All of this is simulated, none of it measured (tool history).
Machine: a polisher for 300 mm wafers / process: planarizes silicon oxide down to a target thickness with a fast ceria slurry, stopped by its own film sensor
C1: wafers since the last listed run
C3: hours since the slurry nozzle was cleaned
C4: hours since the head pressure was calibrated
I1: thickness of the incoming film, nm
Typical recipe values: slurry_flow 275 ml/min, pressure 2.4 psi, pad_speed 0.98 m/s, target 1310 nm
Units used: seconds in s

{"run": 1, "hour": 0.0, "slurry_flow": 275, "pressure": 2.2, "pad_speed": 0.98, "target": 1310, "C1": 0, "wafers polished on this pad": 1063, "C3": 312.7, "C4": 291.7, "I1": 2400.1, "seconds": 116.5}
{"run": 2, "hour": 65.2, "slurry_flow": 275, "pressure": 2.2, "pad_speed": 0.98, "target": 1310, "C1": 645, "wafers polished on this pad": 1708, "C3": 377.9, "C4": 356.9, "I1": 2431.7, "seconds": 122.4}
{"run": 3, "hour": 89.4, "slurry_flow": 275, "pressure": 2.2, "pad_speed": 0.98, "target": 1310, "C1": 239, "wafers polished on this pad": 1947, "C3": 402.1, "C4": 381.1, "I1": 2346, "seconds": 111.9}
{"run": 4, "hour": 167.5, "slurry_flow": 300, "pressure": 2.4, "pad_speed": 0.98, "target": 1310, "C1": 773, "wafers polished on this pad": 2721, "C3": 480.2, "C4": 459.2, "I1": 2361.6, "seconds": 103.8}
{"hour": 180.9, "done": "worn pad replaced by a new one"}
{"run": 5, "hour": 228.1, "slurry_flow": 275, "pressure": 2.4, "pad_speed": 0.98, "target": 1310, "C1": 560, "wafers polished on this pad": 467, "C3": 540.8, "C4": 519.8, "I1": 2392.7, "seconds": 108.5}
{"run": 6, "hour": 266.8, "slurry_flow": 275, "pressure": 2.4, "pad_speed": 0.98, "target": 1310, "C1": 383, "wafers polished on this pad": 850, "C3": 579.5, "C4": 558.5, "I1": 2421.9, "seconds": 110.5}
{"hour": 287.5, "done": "slurry nozzle cleaned"}
{"run": 7, "hour": 301.7, "slurry_flow": 275, "pressure": 2.4, "pad_speed": 0.98, "target": 1310, "C1": 335, "wafers polished on this pad": 1185, "C3": 14.2, "C4": 593.4, "I1": 2394.2, "seconds": 110}
{"run": 8, "hour": 330.3, "slurry_flow": 275, "pressure": 2.4, "pad_speed": 0.98, "target": 1060, "C1": 283, "wafers polished on this pad": 1468, "C3": 42.8, "C4": 622, "I1": 2356.5, "seconds": 131.2}
{"run": 9, "hour": 365.4, "slurry_flow": 275, "pressure": 2.4, "pad_speed": 0.98, "target": 1310, "C1": 347, "wafers polished on this pad": 1816, "C3": 77.9, "C4": 657.1, "I1": 2380.2, "seconds": 107.7}
{"run": 10, "hour": 400.3, "slurry_flow": 275, "pressure": 2.4, "pad_speed": 0.98, "target": 1310, "C1": 345, "wafers polished on this pad": 2161, "C3": 112.8, "C4": 692, "I1": 2402.3, "seconds": 111.7}
{"run": 11, "hour": 435.6, "slurry_flow": 275, "pressure": 2.4, "pad_speed": 0.98, "target": 1310, "C1": 349, "wafers polished on this pad": 2511, "C3": 148.1, "C4": 727.3, "I1": 2416.6, "seconds": 113.4}
{"hour": 478.3, "done": "worn pad replaced by a new one"}
{"run": 12, "hour": 484.2, "slurry_flow": 250, "pressure": 2.4, "pad_speed": 0.98, "target": 1514, "C1": 441, "wafers polished on this pad": 58, "C3": 196.7, "C4": 775.9, "I1": 2349.3, "seconds": 86.7}
{"run": 13, "hour": 541.4, "slurry_flow": 275, "pressure": 2.4, "pad_speed": 0.98, "target": 1310, "C1": 566, "wafers polished on this pad": 625, "C3": 253.9, "C4": 833.1, "I1": 2400.1, "seconds": 112.7}
{"run": 14, "hour": 570.7, "slurry_flow": 275, "pressure": 2.4, "pad_speed": 0.86, "target": 1310, "C1": 290, "wafers polished on this pad": 915, "C3": 283.2, "C4": 862.4, "I1": 2381.7, "seconds": 124.8}
{"hour": 659.0, "done": "slurry nozzle cleaned, repeated, since the last time left the tool worse"}
{"run": 15, "hour": 721.9, "slurry_flow": 275, "pressure": 2.4, "pad_speed": 0.86, "target": 1310, "C1": 1486, "wafers polished on this pad": 2401, "C3": 62.9, "C4": 1013.6, "I1": 2390, "seconds": 122.6}
{"run": 16, "hour": 771.0, "slurry_flow": 255, "pressure": 2.4, "pad_speed": 0.98, "target": 1310, "C1": 485, "wafers polished on this pad": 2887, "C3": 112, "C4": 1062.7, "I1": 2378.5, "seconds": 105.6}
{"hour": 833.1, "done": "worn pad replaced by a new one"}
{"run": 17, "hour": 833.6, "slurry_flow": 275, "pressure": 2.4, "pad_speed": 0.98, "target": 1310, "C1": 580, "wafers polished on this pad": 4, "C3": 174.6, "C4": 1125.3, "I1": 2332.6, "seconds": 100.6}
{"hour": 859.9, "done": "head pressure recalibrated"}
{"run": 18, "hour": 864.4, "slurry_flow": 275, "pressure": 2.4, "pad_speed": 0.98, "target": 1310, "C1": 285, "wafers polished on this pad": 289, "C3": 205.4, "C4": 4.5, "I1": 2369.8, "seconds": 103.1}
{"run": 19, "hour": 895.1, "slurry_flow": 275, "pressure": 1.8, "pad_speed": 0.98, "target": 1649, "C1": 303, "wafers polished on this pad": 593, "C3": 236.1, "C4": 35.2, "I1": 2374.8, "seconds": 95}
{"run": 20, "hour": 928.1, "slurry_flow": 315, "pressure": 3.2, "pad_speed": 0.98, "target": 1682, "C1": 326, "wafers polished on this pad": 920, "C3": 269.1, "C4": 68.2, "I1": 2375.2, "seconds": 51.2}
{"run": 21, "hour": 977.7, "slurry_flow": 275, "pressure": 2.4, "pad_speed": 0.98, "target": 1310, "C1": 490, "wafers polished on this pad": 1411, "C3": 318.7, "C4": 117.8, "I1": 2377.4, "seconds": 104.8}
{"run": 22, "hour": 1033.5, "slurry_flow": 275, "pressure": 1.8, "pad_speed": 0.98, "target": 1523, "C1": 552, "wafers polished on this pad": 1963, "C3": 374.5, "C4": 173.6, "I1": 2404.4, "seconds": 115.7}
{"run": 23, "hour": 1062.2, "slurry_flow": 335, "pressure": 2.1, "pad_speed": 1.22, "target": 1536, "C1": 284, "wafers polished on this pad": 2247, "C3": 403.2, "C4": 202.3, "I1": 2381.4, "seconds": 75.2}
{"run": 24, "hour": 1124.7, "slurry_flow": 210, "pressure": 1.6, "pad_speed": 0.98, "target": 1579, "C1": 618, "wafers polished on this pad": 2866, "C3": 465.7, "C4": 264.8, "I1": 2386.8, "seconds": 121.1}
{"hour": 1154.7, "done": "worn pad replaced by a new one"}
{"run": 25, "hour": 1188.0, "slurry_flow": 275, "pressure": 3.1, "pad_speed": 0.98, "target": 1604, "C1": 586, "wafers polished on this pad": 329, "C3": 529, "C4": 328.1, "I1": 2371.3, "seconds": 58.5}
{"hour": 1227.2, "done": "slurry nozzle cleaned"}
{"run": 26, "hour": 1238.8, "slurry_flow": 275, "pressure": 2.4, "pad_speed": 0.86, "target": 1310, "C1": 492, "wafers polished on this pad": 822, "C3": 11.6, "C4": 378.9, "I1": 2370, "seconds": 117.4}
{"run": 27, "hour": 1274.1, "slurry_flow": 275, "pressure": 2.4, "pad_speed": 0.98, "target": 1310, "C1": 349, "wafers polished on this pad": 1171, "C3": 46.9, "C4": 414.2, "I1": 2361.5, "seconds": 103.3}
{"run": 28, "hour": 1304.6, "slurry_flow": 275, "pressure": 2.4, "pad_speed": 0.98, "target": 1559, "C1": 301, "wafers polished on this pad": 1473, "C3": 77.4, "C4": 444.7, "I1": 2388.3, "seconds": 82.7}
{"run": 29, "hour": 1347.4, "slurry_flow": 275, "pressure": 2.4, "pad_speed": 0.86, "target": 1310, "C1": 423, "wafers polished on this pad": 1897, "C3": 120.2, "C4": 487.5, "I1": 2418, "seconds": 125.8}
{"run": 30, "hour": 1385.0, "slurry_flow": 275, "pressure": 2.7, "pad_speed": 0.98, "target": 1310, "C1": 372, "wafers polished on this pad": 2269, "C3": 157.8, "C4": 525.1, "I1": 2387.9, "seconds": 94.5}
{"run": 31, "hour": 1453.6, "slurry_flow": 250, "pressure": 2.6, "pad_speed": 0.98, "target": 1494, "C1": 679, "wafers polished on this pad": 2948, "C3": 226.4, "C4": 593.7, "I1": 2424.7, "seconds": 85.5}
{"hour": 1463.9, "done": "worn pad replaced by a new one"}
{"run": 32, "hour": 1521.2, "slurry_flow": 275, "pressure": 2.4, "pad_speed": 0.98, "target": 1310, "C1": 629, "wafers polished on this pad": 566, "C3": 294, "C4": 661.3, "I1": 2394.2, "seconds": 106.2}
{"run": 33, "hour": 1590.7, "slurry_flow": 325, "pressure": 2.4, "pad_speed": 0.98, "target": 1310, "C1": 687, "wafers polished on this pad": 1254, "C3": 363.5, "C4": 730.8, "I1": 2372.1, "seconds": 104.3}
{"run": 34, "hour": 1655.1, "slurry_flow": 275, "pressure": 2.1, "pad_speed": 0.98, "target": 959, "C1": 637, "wafers polished on this pad": 1892, "C3": 427.9, "C4": 795.2, "I1": 2369, "seconds": 159}

Below are 4 alternative next runs, each starting from the tool's condition after run 34. Predict each:
{"run": "A", "hour": 1655.6, "slurry_flow": 275, "pressure": 2.1, "pad_speed": 0.98, "target": 1310, "C1": 4, "wafers polished on this pad": 1897, "C3": 428.4, "C4": 795.7, "I1": 2407.9, "seconds": "?"}
{"run": "B", "hour": 1655.6, "slurry_flow": 275, "pressure": 2.8, "pad_speed": 0.98, "target": 1510, "C1": 4, "wafers polished on this pad": 1897, "C3": 428.4, "C4": 795.7, "I1": 2407.9, "seconds": "?"}
{"run": "C", "hour": 1655.6, "slurry_flow": 335, "pressure": 1.9, "pad_speed": 0.88, "target": 1310, "C1": 4, "wafers polished on this pad": 1897, "C3": 428.4, "C4": 795.7, "I1": 2407.9, "seconds": "?"}
{"run": "D", "hour": 1655.6, "slurry_flow": 275, "pressure": 2.4, "pad_speed": 0.98, "target": 1596, "C1": 4, "wafers polished on this pad": 1897, "C3": 428.4, "C4": 795.7, "I1": 2407.9, "seconds": "?"}

run=A seconds=123.8
run=B seconds=75.9
run=C seconds=150.2
run=D seconds=80.1
What these runs would have given with no unlogged condition in the tool:
run=A seconds=122.3
run=B seconds=75
run=C seconds=148.7
run=D seconds=79.1
